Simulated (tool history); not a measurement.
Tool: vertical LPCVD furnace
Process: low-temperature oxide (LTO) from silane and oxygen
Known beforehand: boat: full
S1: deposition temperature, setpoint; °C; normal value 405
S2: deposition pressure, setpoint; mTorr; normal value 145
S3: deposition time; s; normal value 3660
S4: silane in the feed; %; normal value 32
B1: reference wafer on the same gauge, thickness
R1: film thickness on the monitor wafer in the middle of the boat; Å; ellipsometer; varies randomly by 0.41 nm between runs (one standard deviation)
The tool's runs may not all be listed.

run	hour	S1	S2	S3	S4	B1	R1
1	0.0	405	145	3660	32	237.96	2879.8
2	32.3	405	145	3660	32	238.02	2876.4
3	65.8	405	145	3660	32	237.94	2878.2
4	88.1	405	145	3660	32	238.02	2880.2
5	118.7	405	145	3660	32	237.94	2884.9
6	136.6	405	145	3660	32	237.90	2888.5
7	169.2	405	145	3660	32	237.94	2882.3
8	201.6	405	145	3660	32	237.99	2882.8
9	217.9	405	145	3660	32	237.98	2879.4
10	249.2	400	135	3660	34	238.00	2772.1
# hour 334.8: thermocouples replaced and temperature profile calibrated
# hour 355.0: silane flow controller replaced
11	355.5	401	160	4830	36	238.01	4702.0
# hour 388.6: pressure gauge zeroed
12	389.1	405	145	2580	38	237.88	2454.9
13	397.8	400	135	3660	34	238.07	2652.8
# hour 419.6: gauge calibrated
14	492.8	405	145	3660	32	237.99	2779.3
15	513.3	395	145	2220	29	238.03	1298.9
16	526.2	394	110	2340	26	237.93	868.9

Alternative continuations, all from the tool just after run 16; predict every row:
A	532.1	405	145	3660	32	?	?
B	532.1	405	145	2490	32	?	?
C	532.1	405	145	2310	32	?	?
D	532.1	396	180	3660	32	?	?
E	532.1	396	160	3660	27	?	?

run	B1	R1
A	238.05	2770.3
B	238.05	1884.7
C	238.05	1748.5
D	238.05	3090.9
E	238.05	2136.1
With no hidden state in the tool, these same runs would have given:
run	R1
A	2750.3
B	1871.1
C	1735.8
D	3072.8
E	2122.0
